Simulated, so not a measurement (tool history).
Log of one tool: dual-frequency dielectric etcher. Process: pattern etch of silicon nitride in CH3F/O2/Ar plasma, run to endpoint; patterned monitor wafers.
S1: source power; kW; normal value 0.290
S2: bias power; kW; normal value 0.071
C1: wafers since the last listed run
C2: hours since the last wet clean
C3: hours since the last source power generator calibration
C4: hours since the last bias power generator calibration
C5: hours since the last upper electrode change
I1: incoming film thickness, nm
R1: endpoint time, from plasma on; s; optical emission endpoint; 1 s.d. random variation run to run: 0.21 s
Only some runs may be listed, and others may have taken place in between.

run     day     S1     S2    C1     C2      C3      C4      C5     I1    R1
  1   0.000  0.260  0.071     0    0.5  1753.5  2822.9  4862.2  36.39  72.1
  2   0.012  0.290  0.071     3    0.8  1753.8  2823.2  4862.5  36.52  70.5
  3   1.304  0.290  0.071   317   31.8  1784.8  2854.2  4893.5  36.74  71.2
  4   2.175  0.240  0.066   213   52.7  1805.7  2875.1  4914.4  36.37  76.5
  5   3.054  0.240  0.066   216   73.8  1826.8  2896.2  4935.5  35.86  75.3
      4.783  -- upper electrode replaced
  6   4.804  0.250  0.071   184  115.8  1868.8  2938.2     0.5  36.29  72.3
  7   4.879  0.250  0.071    18  117.6  1870.6  2940.0     2.3  36.24  72.3
  8   5.712  0.290  0.071   204  137.6  1890.6  2960.0    22.3  35.95  68.9
  9   7.138  0.290  0.071   350  171.8  1924.8  2994.2    56.5  36.26  70.0
 10   7.762  0.290  0.071   153  186.8  1939.8  3009.2    71.5  35.90  68.5
 11   8.604  0.250  0.084   206  207.0  1960.0  3029.4    91.7  36.08  65.7
 12   9.250  0.290  0.071   158  222.5  1975.5  3044.9   107.2  36.70  70.3
 13  10.421  0.290  0.071   287  250.6  2003.6  3073.0   135.3  36.02  68.9
 14  11.692  0.350  0.086   312  281.1  2034.1  3103.5   165.8  36.57  60.1
 15  12.667  0.320  0.063   239  304.5  2057.5  3126.9   189.2  36.43  72.5
 16  16.192  0.230  0.078   866  389.1  2142.1  3211.5   273.8  36.34  69.9
 17  16.742  0.260  0.077   135  402.3  2155.3  3224.7   287.0  36.43  68.2
     18.875  -- wet clean of the chamber
 18  18.896  0.290  0.071   283    0.5  2207.0  3276.4   338.7  36.63  71.4
 19  18.938  0.290  0.071    10    1.5  2208.0  3277.4   339.7  36.53  71.4
 20  19.846  0.350  0.063   223   23.3  2229.8  3299.2   361.5  36.55  72.2
 21  20.833  0.320  0.076   242   47.0  2253.5  3322.9   385.2  36.02  65.9
 22  21.375  0.360  0.063   133   60.0  2266.5  3335.9   398.2  36.24  71.0
 23  21.904  0.270  0.080   130   72.7  2279.2  3348.6   410.9  36.58  67.8
 24  22.629  0.290  0.071   178   90.1  2296.6  3366.0   428.3  36.28  70.2
 25  23.679  0.290  0.088   258  115.3  2321.8  3391.2   453.5  36.04  61.8
 26  25.012  0.240  0.071   327  147.3  2353.8  3423.2   485.5  36.30  73.4
     26.017  -- bias power generator calibrated
 27  26.296  0.290  0.054   274  178.1  2384.6     6.7   516.3  35.78  78.8
 28  26.871  0.240  0.055   141  191.9  2398.4    20.5   530.1  36.39  83.1
 29  27.650  0.290  0.071   191  210.6  2417.1    39.2   548.8  36.04  67.6
 30  28.650  0.350  0.084   245  234.6  2441.1    63.2   572.8  36.57  59.7
     29.258  -- source power generator calibrated
 31  32.021  0.290  0.071   787  315.5    66.3   144.1   653.7  36.19  68.1
 32  33.546  0.290  0.071   374  352.1   102.9   180.7   690.3  36.11  67.3
 33  37.767  0.220  0.082  1037  453.4   204.2   282.0   791.6  36.43  67.0
 34  38.821  0.240  0.053   259  478.7   229.5   307.3   816.9  36.46  84.3
     40.229  -- wet clean of the chamber
 35  40.258  0.350  0.065   107    0.7   264.0   341.8   851.4  36.49  69.2
 36  41.129  0.310  0.086   213   21.6   284.9   362.7   872.3  35.97  60.4

What was the tool's hidden state at every run in the log?
source power that arrives over what is set, %: 0 across all the runs
H1: etch rate over this chamber's usual, %
H2: bias power that arrives over what is set, %
run        H1      H2
  1     -0.22   -3.45
  2    -0.219   -3.45
  3   -0.0928   -3.53
  4  -0.00773   -3.59
  5    0.0781   -3.64
  6     0.249   -3.75
  7     0.256   -3.76
  8     0.338   -3.81
  9     0.477    -3.9
 10     0.538   -3.94
 11      0.62   -3.99
 12     0.683   -4.04
 13     0.798   -4.11
 14     0.922    -4.2
 15      1.02   -4.26
 16      1.36   -4.51
 17      1.41   -4.54
 18    -0.226   -4.69
 19    -0.222    -4.7
 20    -0.133   -4.76
 21   -0.0368   -4.83
 22    0.0161   -4.87
 23    0.0678   -4.91
 24     0.139   -4.96
 25     0.241   -5.04
 26     0.371   -5.14
 27     0.497  -0.207
 28     0.553  -0.208
 29     0.629  -0.208
 30     0.727  -0.209
 31      1.06  -0.217
 32       1.2  -0.222
 33      1.62  -0.243
 34      1.72   -0.25
 35    -0.139   -0.26
 36    -0.054  -0.266

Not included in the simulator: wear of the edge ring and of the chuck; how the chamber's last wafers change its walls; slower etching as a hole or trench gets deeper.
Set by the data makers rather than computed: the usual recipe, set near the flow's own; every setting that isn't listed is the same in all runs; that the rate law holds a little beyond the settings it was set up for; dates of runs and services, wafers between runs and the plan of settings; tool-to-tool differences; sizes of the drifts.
